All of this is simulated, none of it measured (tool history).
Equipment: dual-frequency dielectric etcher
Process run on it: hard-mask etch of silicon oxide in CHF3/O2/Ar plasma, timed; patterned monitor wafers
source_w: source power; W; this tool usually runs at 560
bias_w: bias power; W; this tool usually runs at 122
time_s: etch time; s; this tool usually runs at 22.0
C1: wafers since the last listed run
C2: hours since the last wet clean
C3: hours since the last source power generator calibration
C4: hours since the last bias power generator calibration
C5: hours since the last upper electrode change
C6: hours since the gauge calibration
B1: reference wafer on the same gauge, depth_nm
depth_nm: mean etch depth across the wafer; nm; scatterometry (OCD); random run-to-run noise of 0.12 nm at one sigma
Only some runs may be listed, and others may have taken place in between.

Run 1, hour 0.0: usual settings; C1 0; C2 75.6; C3 1522.7; C4 2088.2; C5 3310.8; C6 48.5; B1 45.11. Result: depth_nm 38.49 nm.
Run 2, hour 25.8: usual settings; C1 323; C2 101.4; C3 1548.5; C4 2114.0; C5 3336.6; C6 74.3; B1 45.11. Result: depth_nm 38.83 nm.
Run 3, hour 55.6: usual settings but bias_w 113 W; C1 373; C2 131.2; C3 1578.3; C4 2143.8; C5 3366.4; C6 104.1; B1 45.08. Result: depth_nm 37.09 nm.
Run 4, hour 72.0: usual settings but bias_w 113 W; C1 205; C2 147.6; C3 1594.7; C4 2160.2; C5 3382.8; C6 120.5; B1 45.14. Result: depth_nm 37.29 nm.
Run 5, hour 92.9: usual settings but source_w 460 W, time_s 24.0 s; C1 262; C2 168.5; C3 1615.6; C4 2181.1; C5 3403.7; C6 141.4; B1 45.08. Result: depth_nm 39.63 nm.
Run 6, hour 115.2: usual settings but source_w 460 W, time_s 24.0 s; C1 279; C2 190.8; C3 1637.9; C4 2203.4; C5 3426.0; C6 163.7; B1 45.12. Result: depth_nm 39.49 nm.
Run 7, hour 145.3: usual settings but source_w 460 W, time_s 24.0 s; C1 377; C2 220.9; C3 1668.0; C4 2233.5; C5 3456.1; C6 193.8; B1 45.09. Result: depth_nm 39.82 nm.
Run 8, hour 159.6: usual settings; C1 179; C2 235.2; C3 1682.3; C4 2247.8; C5 3470.4; C6 208.1; B1 45.13. Result: depth_nm 38.50 nm.
Run 9, hour 173.6: usual settings; C1 175; C2 249.2; C3 1696.3; C4 2261.8; C5 3484.4; C6 222.1; B1 45.05. Result: depth_nm 38.60 nm.
Run 10, hour 189.3: usual settings; C1 197; C2 264.9; C3 1712.0; C4 2277.5; C5 3500.1; C6 237.8; B1 45.08. Result: depth_nm 38.50 nm.
Run 11, hour 219.2: usual settings; C1 375; C2 294.8; C3 1741.9; C4 2307.4; C5 3530.0; C6 267.7; B1 45.05. Result: depth_nm 38.21 nm.
At hour 230.5: bias power generator calibrated.
Run 12, hour 253.6: usual settings; C1 381; C2 329.2; C3 1776.3; C4 23.1; C5 3564.4; C6 302.1; B1 45.08. Result: depth_nm 38.27 nm.
Run 13, hour 289.2: usual settings; C1 446; C2 364.8; C3 1811.9; C4 58.7; C5 3600.0; C6 337.7; B1 45.10. Result: depth_nm 38.28 nm.
Run 14, hour 324.5: usual settings but source_w 490 W, bias_w 150 W, time_s 18.5 s; C1 443; C2 400.1; C3 1847.2; C4 94.0; C5 3635.3; C6 373.0; B1 45.09. Result: depth_nm 34.07 nm.
At hour 340.8: source power generator calibrated.
At hour 354.5: upper electrode replaced.
Run 15, hour 359.0: usual settings but bias_w 108 W; C1 210; C2 434.6; C3 18.2; C4 128.5; C5 4.5; C6 407.5; B1 45.09. Result: depth_nm 36.20 nm.
Run 16, hour 377.0: usual settings but time_s 27.5 s; C1 225; C2 452.6; C3 36.2; C4 146.5; C5 22.5; C6 425.5; B1 45.09. Result: depth_nm 47.77 nm.
Run 17, hour 464.4: usual settings but source_w 460 W; C1 1096; C2 540.0; C3 123.6; C4 233.9; C5 109.9; C6 512.9; B1 45.13. Result: depth_nm 35.86 nm.
Run 18, hour 490.2: usual settings but source_w 430 W, time_s 23.5 s; C1 323; C2 565.8; C3 149.4; C4 259.7; C5 135.7; C6 538.7; B1 45.09. Result: depth_nm 37.70 nm.
Run 19, hour 509.4: usual settings; C1 240; C2 585.0; C3 168.6; C4 278.9; C5 154.9; C6 557.9; B1 45.11. Result: depth_nm 37.82 nm.
Run 20, hour 525.6: usual settings but source_w 610 W, bias_w 100 W, time_s 26.5 s; C1 203; C2 601.2; C3 184.8; C4 295.1; C5 171.1; C6 574.1; B1 45.12. Result: depth_nm 42.82 nm.
At hour 560.0: gauge calibrated.
At hour 562.4: wet clean of the chamber.
Run 21, hour 562.9: usual settings but bias_w 99 W; C1 166; C2 0.5; C3 222.1; C4 332.4; C5 208.4; C6 2.9; B1 45.14. Result: depth_nm 34.96 nm.
Run 22, hour 577.7: usual settings but source_w 490 W, bias_w 110 W, time_s 16.5 s; C1 185; C2 15.3; C3 236.9; C4 347.2; C5 223.2; C6 17.7; B1 45.07. Result: depth_nm 26.56 nm.
Run 23, hour 613.4: usual settings but source_w 650 W, bias_w 150 W; C1 448; C2 51.0; C3 272.6; C4 382.9; C5 258.9; C6 53.4; B1 45.11. Result: depth_nm 44.27 nm.
Run 24, hour 631.8: usual settings but bias_w 136 W, time_s 24.0 s; C1 230; C2 69.4; C3 291.0; C4 401.3; C5 277.3; C6 71.8; B1 45.08. Result: depth_nm 44.12 nm.
Run 25, hour 648.2: usual settings but source_w 630 W, bias_w 134 W, time_s 28.5 s; C1 205; C2 85.8; C3 307.4; C4 417.7; C5 293.7; C6 88.2; B1 45.05. Result: depth_nm 54.11 nm.
Run 26, hour 668.8: usual settings; C1 258; C2 106.4; C3 328.0; C4 438.3; C5 314.3; C6 108.8; B1 45.10. Result: depth_nm 38.50 nm.
Run 27, hour 748.3: usual settings; C1 997; C2 185.9; C3 407.5; C4 517.8; C5 393.8; C6 188.3; B1 45.10. Result: depth_nm 38.49 nm.

For each run, the measured value with the value that run would have given without the tool's hidden condition subtracted. The run-to-run variation is shared by both, the gauge scatter possibly not:
Hidden conditions of the tool in this case: etch rate over this chamber's usual, %; source power that arrives over what is set, %; bias power that arrives over what is set, %; gauge reads high (%).
run  depth_nm
  1     -0.09
  2     -0.13
  3     -0.17
  4     -0.19
  5     -0.24
  6     -0.28
  7     -0.33
  8     -0.34
  9     -0.36
 10     -0.38
 11     -0.43
 12     -0.48
 13     -0.53
 14     -0.53
 15     -0.62
 16     -0.84
 17     -0.76
 18     -0.84
 19     -0.88
 20     -1.01
 21     -0.08
 22     -0.08
 23     -0.19
 24     -0.23
 25     -0.31
 26     -0.25
 27     -0.38

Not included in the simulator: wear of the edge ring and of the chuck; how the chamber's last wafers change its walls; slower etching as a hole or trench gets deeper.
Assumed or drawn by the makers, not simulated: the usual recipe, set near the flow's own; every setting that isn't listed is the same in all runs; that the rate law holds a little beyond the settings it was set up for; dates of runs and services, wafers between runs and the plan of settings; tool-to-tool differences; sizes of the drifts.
